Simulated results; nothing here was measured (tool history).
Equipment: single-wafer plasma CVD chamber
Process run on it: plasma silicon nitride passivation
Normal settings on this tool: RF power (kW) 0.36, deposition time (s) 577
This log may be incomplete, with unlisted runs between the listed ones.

run	day	RF power (kW)	deposition time (s)	wafers since the last listed run	hours since the last RF generator calibration	hours since the showerhead was replaced	hours since the gauge calibration	read-back reference wafer on the same gauge, thickness_nm	mean film thickness on the monitor wafer (angstrom)
1	0	0.36	577	0	260.8	2216.7	1845.1	704.967	7318.73
2	3.462	0.36	577	331	343.9	2299.8	1928.2	705.732	7286.14
3	6.067	0.36	577	249	406.4	2362.3	1990.7	705.568	7346.91
4	8.188	0.36	577	203	457.3	2413.2	2041.6	706.633	7336.73
5	11.283	0.36	577	296	531.6	2487.5	2115.9	707.949	7389.6
6	14.838	0.4	577	340	616.9	2572.8	2201.2	708.92	7681.95
7	22.462	0.4	577	729	799.9	2755.8	2384.2	711.713	7640.15
8	26.079	0.4	577	346	886.7	2842.6	2471	709.495	7749.45
9	30.396	0.38	577	413	990.3	2946.2	2574.6	710.93	7482.65
10	33.979	0.38	577	343	1076.3	3032.2	2660.6	711.439	7556.76
11	36.438	0.36	577	235	1135.3	3091.2	2719.6	713.306	7342.08
12	38.35	0.36	577	183	1181.2	3137.1	2765.5	711.537	7426.87
13	40.842	0.36	577	238	1241	3196.9	2825.3	713.035	7390.08
14	43.829	0.32	577	286	1312.7	3268.6	2897	714.695	7049.87
15	46.912	0.32	577	295	1386.7	3342.6	2971	717.571	7039.32
16	50.379	0.32	577	331	1469.9	3425.8	3054.2	718.69	7065.85
17	53.021	0.34	500	252	1533.3	3489.2	3117.6	715.935	6269.27
18	54.979	0.34	500	187	1580.3	3536.2	3164.6	719.87	6245.2
19	58.2	0.34	500	308	1657.6	3613.5	3241.9	718.257	6313.5
20	62.125	0.36	643	375	1751.8	3707.7	3336.1	720.907	8333.6
21	65.908	0.36	666	362	1842.6	3798.5	3426.9	719.247	8562.59
22	70.221	0.315	514	412	1946.1	3902	3530.4	720.65	6244.52
23	73.204	0.36	506	285	2017.7	3973.6	3602	722.64	6607.81
24	76.975	0.405	516	360	2108.2	4064.1	3692.5	722.825	7000.27
# day 78.304: RF generator calibrated
25	80.129	0.36	577	270	43.8	4139.8	3768.2	725.531	7592.92
# day 83.942: gauge calibrated
26	84.392	0.34	500	408	146.1	4242.1	10.8	704.388	6172.36
27	88.508	0.315	533	394	244.9	4340.9	109.6	702.171	6390.75
28	92.175	0.36	577	351	332.9	4428.9	197.6	703.098	7206.39
29	94.321	0.34	621	205	384.4	4480.4	249.1	701.827	7632.59
30	96.696	0.36	577	227	441.4	4537.4	306.1	705.424	7250.44
31	99.938	0.38	673	310	519.2	4615.2	383.9	703.46	8675.19
32	102.242	0.36	492	220	574.5	4670.5	439.2	703.071	6180.15
33	105.246	0.33	500	287	646.6	4742.6	511.3	703.839	6068.58
# day 106.8: showerhead replaced
34	107.9	0.315	664	222	710.3	26.4	575	705.369	7993.71
35	111.575	0.36	577	351	798.5	114.6	663.2	703.424	7295.1
36	114.75	0.36	577	303	874.7	190.8	739.4	704.561	7279.2
37	117.338	0.36	577	247	936.8	252.9	801.5	704.731	7275.59
38	120.738	0.295	651	325	1018.4	334.5	883.1	704.947	7543.14
39	124.762	0.36	577	385	1115	431.1	979.7	706.734	7303
40	127.533	0.315	640	265	1181.5	497.6	1046.2	706.204	7603.17
41	129.175	0.4	675	157	1220.9	537	1085.6	704.242	8935.37
42	132.817	0.405	525	348	1308.3	624.4	1173	705.03	7025.3
43	134.596	0.405	475	170	1351	667.1	1215.7	706.181	6326.08

Hidden state at the last listed run before each entry between runs and at the first one after, where it differs:
Between runs 24 and 25: RF generator calibrated (day 78.304)
  gauge reads high (%): 3.2 -> 3.34
  difference, measured minus the result without the unlogged condition, mean film thickness on the monitor wafer (angstrom): +216.83 -> +245.65
Between runs 25 and 26: gauge calibrated (day 83.942)
  gauge reads high (%): 3.34 -> 0.164
  difference, measured minus the result without the unlogged condition, mean film thickness on the monitor wafer (angstrom): +245.65 -> +10.09
Between runs 33 and 34: showerhead replaced (day 106.8)
  gauge reads high (%): 0.232 -> 0.25
  difference, measured minus the result without the unlogged condition, mean film thickness on the monitor wafer (angstrom): +14.03 -> +19.91

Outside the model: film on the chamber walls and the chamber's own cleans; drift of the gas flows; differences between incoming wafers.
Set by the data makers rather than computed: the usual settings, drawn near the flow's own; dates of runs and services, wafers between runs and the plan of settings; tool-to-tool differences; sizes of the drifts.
